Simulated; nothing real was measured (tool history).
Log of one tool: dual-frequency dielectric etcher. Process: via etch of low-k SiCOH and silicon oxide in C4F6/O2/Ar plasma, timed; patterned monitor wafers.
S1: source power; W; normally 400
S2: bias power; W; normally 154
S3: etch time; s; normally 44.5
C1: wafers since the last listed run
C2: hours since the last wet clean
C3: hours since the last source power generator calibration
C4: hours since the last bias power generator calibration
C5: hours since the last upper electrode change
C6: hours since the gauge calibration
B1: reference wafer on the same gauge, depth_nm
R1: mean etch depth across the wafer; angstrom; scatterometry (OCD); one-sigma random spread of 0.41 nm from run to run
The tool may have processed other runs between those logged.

run,hour,S1,S2,S3,C1,C2,C3,C4,C5,C6,B1,R1
1,0.0,350,154,44.5,0,139.9,1097.9,2843.5,2046.8,225.5,106.9,873
2,190.8,350,154,44.5,1995,330.7,1288.7,3034.3,2237.6,416.3,106.8,860
3,215.9,350,154,44.5,262,355.8,1313.8,3059.4,2262.7,441.4,106.8,857
4,269.4,400,154,44.5,559,409.3,1367.3,3112.9,2316.2,494.9,106.9,891
# hour 339.2: wet clean of the chamber
5,339.7,400,129,44.5,484,0.5,1437.6,3183.2,2386.5,565.2,106.9,901
6,384.8,400,154,44.5,471,45.6,1482.7,3228.3,2431.6,610.3,107.0,937
7,411.9,400,154,44.5,283,72.7,1509.8,3255.4,2458.7,637.4,106.9,929
8,463.2,400,154,44.5,536,124.0,1561.1,3306.7,2510.0,688.7,106.9,920
# hour 475.5: bias power generator calibrated
# hour 524.0: gauge calibrated
9,532.9,300,176,48.5,687,193.7,1630.8,57.4,2579.7,8.9,106.9,940
# hour 589.5: source power generator calibrated
10,590.0,370,170,38.0,555,250.8,0.5,114.5,2636.8,66.0,107.0,786
# hour 634.1: upper electrode replaced
11,637.3,400,129,37.0,243,298.1,47.8,161.8,3.2,113.3,107.0,736
12,663.1,400,119,51.0,269,323.9,73.6,187.6,29.0,139.1,106.9,990
13,702.4,480,154,51.5,411,363.2,112.9,226.9,68.3,178.4,106.8,1130
14,769.0,300,176,48.5,696,429.8,179.5,293.5,134.9,245.0,106.9,925
# hour 826.6: wet clean of the chamber
15,827.1,480,167,44.5,356,0.5,237.6,351.6,193.0,303.1,106.9,1031
16,891.8,350,154,38.5,676,65.2,302.3,416.3,257.7,367.8,106.9,781

What was the tool's hidden state at every run in the log?
source power that arrives over what is set, %: 0, the same for each run
bias power that arrives over what is set, %: 0, the same for each run
gauge reads high (%): 0, the same for each run
H1: etch rate over this chamber's usual, %
run,H1
1,-2.08
2,-3.79
3,-4.01
4,-4.49
5,0.198
6,-0.205
7,-0.447
8,-0.905
9,-1.53
10,-2.04
11,-2.46
12,-2.69
13,-3.04
14,-3.64
15,0.799
16,0.22
